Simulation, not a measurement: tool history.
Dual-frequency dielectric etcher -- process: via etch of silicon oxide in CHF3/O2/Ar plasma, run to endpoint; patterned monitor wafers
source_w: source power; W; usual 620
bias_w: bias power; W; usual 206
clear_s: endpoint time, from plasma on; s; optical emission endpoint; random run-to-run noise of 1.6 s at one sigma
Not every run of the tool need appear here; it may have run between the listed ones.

run    hour  source_w  bias_w  wafers since the last listed run  hours since the last wet clean  hours since the last source power generator calibration  hours since the last bias power generator calibration  hours since the last upper electrode change  incoming incoming film thickness, nm  clear_s
  1       0       620     206                                 0                           331.4                                                    772.9                                                 2177.4                                       2054.1                                 780.2    353.6
  2    41.1       620     206                               138                           372.5                                                      814                                                 2218.5                                       2095.2                                 773.5    352.3
  3    91.4       620     206                               169                           422.8                                                    864.3                                                 2268.8                                       2145.5                                 769.1    350.4
  4   143.7       620     206                               176                           475.1                                                    916.6                                                 2321.1                                       2197.8                                 768.5      351
  5   244.9       620     206                               340                           576.3                                                   1017.8                                                 2422.3                                         2299                                 769.5    352.7
      324.2  -- upper electrode replaced
      337.8  -- wet clean of the chamber
  6   338.3       620     206                               187                             0.5                                                   1111.2                                                 2515.7                                         14.1                                 768.3    343.4
  7   414.5       620     206                               256                            76.7                                                   1187.4                                                 2591.9                                         90.3                                 768.8    345.7
      456.2  -- bias power generator calibrated
  8   457.2       670     231                               130                           119.4                                                   1230.1                                                      1                                          133                                 771.1    329.9
  9   509.5       620     206                               176                           171.7                                                   1282.4                                                   53.3                                        185.3                                 782.6    357.2
 10   563.9       620     206                               183                           226.1                                                   1336.8                                                  107.7                                        239.7                                 770.1      352
 11   629.1       530     223                               219                           291.3                                                     1402                                                  172.9                                        304.9                                   778    380.4
 12   889.8       770     184                               877                             552                                                   1662.7                                                  433.6                                        565.6                                 769.1    323.6
 13   996.8       500     238                               360                             659                                                   1769.7                                                  540.6                                        672.6                                 778.4    386.3
 14    1036       620     206                               131                           698.2                                                   1808.9                                                  579.8                                        711.8                                 777.5    355.1
     1111.6  -- wet clean of the chamber
 15  1140.4       680     229                               270                            28.8                                                   1913.3                                                  684.2                                        816.2                                 772.9    323.5
 16  1223.4       550     220                               279                           111.8                                                   1996.3                                                  767.2                                        899.2                                 774.6    364.8
 17  1284.7       620     206                               206                           173.1                                                   2057.6                                                  828.5                                        960.5                                 770.9    346.9
 18  1355.4       490     177                               237                           243.8                                                   2128.3                                                  899.2                                       1031.2                                   770    397.2
     1400.4  -- source power generator calibrated
 19  1418.7       690     172                               199                           307.1                                                     18.3                                                  962.5                                       1094.5                                 765.8    343.9
 20  1455.7       770     157                               124                           344.1                                                     55.3                                                  999.5                                       1131.5                                 766.2    332.7
 21  1513.7       580     247                               195                           402.1                                                    113.3                                                 1057.5                                       1189.5                                 775.8      355
 22  1613.5       490     244                               335                           501.9                                                    213.1                                                 1157.3                                       1289.3                                 771.5    388.2
 23  1667.9       660     206                               183                           556.3                                                    267.5                                                 1211.7                                       1343.7                                 778.7    347.9
 24  1719.4       780     227                               173                           607.8                                                      319                                                 1263.2                                       1395.2                                 781.9    317.6
 25  1759.7       620     206                               135                           648.1                                                    359.3                                                 1303.5                                       1435.5                                 772.2    360.1
 26  1806.7       540     206                               158                           695.1                                                    406.3                                                 1350.5                                       1482.5                                 777.7      387
     1849.3  -- wet clean of the chamber
 27  1884.8       570     241                               182                            35.5                                                    484.4                                                 1428.6                                       1560.6                                   769    352.3
 28  1938.4       510     223                               180                            89.1                                                      538                                                 1482.2                                       1614.2                                 777.2    380.6
 29  2043.5       620     179                               353                           194.2                                                    643.1                                                 1587.3                                       1719.3                                 773.1    357.9
 30  2227.5       730     181                               619                           378.2                                                    827.1                                                 1771.3                                       1903.3                                 770.9      331
 31  2330.4       680     251                               346                           481.1                                                      930                                                 1874.2                                       2006.2                                 769.3    325.1
     2453.8  -- upper electrode replaced
 32  2454.3       680     254                               336                             605                                                   1053.9                                                 1998.1                                          0.5                                 772.4    324.8
 33  2522.1       620     206                               228                           672.8                                                   1121.7                                                 2065.9                                         68.3                                 774.9      356
 34  2584.5       710     178                               210                           735.2                                                   1184.1                                                 2128.3                                        130.7                                   773    341.9

Measured minus without-hidden-state, run by run (identical run-to-run variation in each term; gauge scatter may differ):
Hidden state present: etch rate over this chamber's usual, %; source power that arrives over what is set, %; bias power that arrives over what is set, %.
run  clear_s
  1     +1.6
  2     +2.1
  3     +2.6
  4     +3.1
  5     +4.2
  6     -1.6
  7     -0.9
  8     -0.4
  9       +0
 10     +0.5
 11     +1.3
 12     +3.1
 13     +4.8
 14     +4.6
 15     -4.4
 16     -4.3
 17     -3.6
 18     -3.6
 19       +5
 20     +5.3
 21     +6.4
 22     +8.3
 23     +8.1
 24       +8
 25     +9.5
 26    +10.9
 27     -0.6
 28       +0
 29     +1.2
 30       +3
 31     +3.9
 32     +5.1
 33     +6.2
 34     +6.6
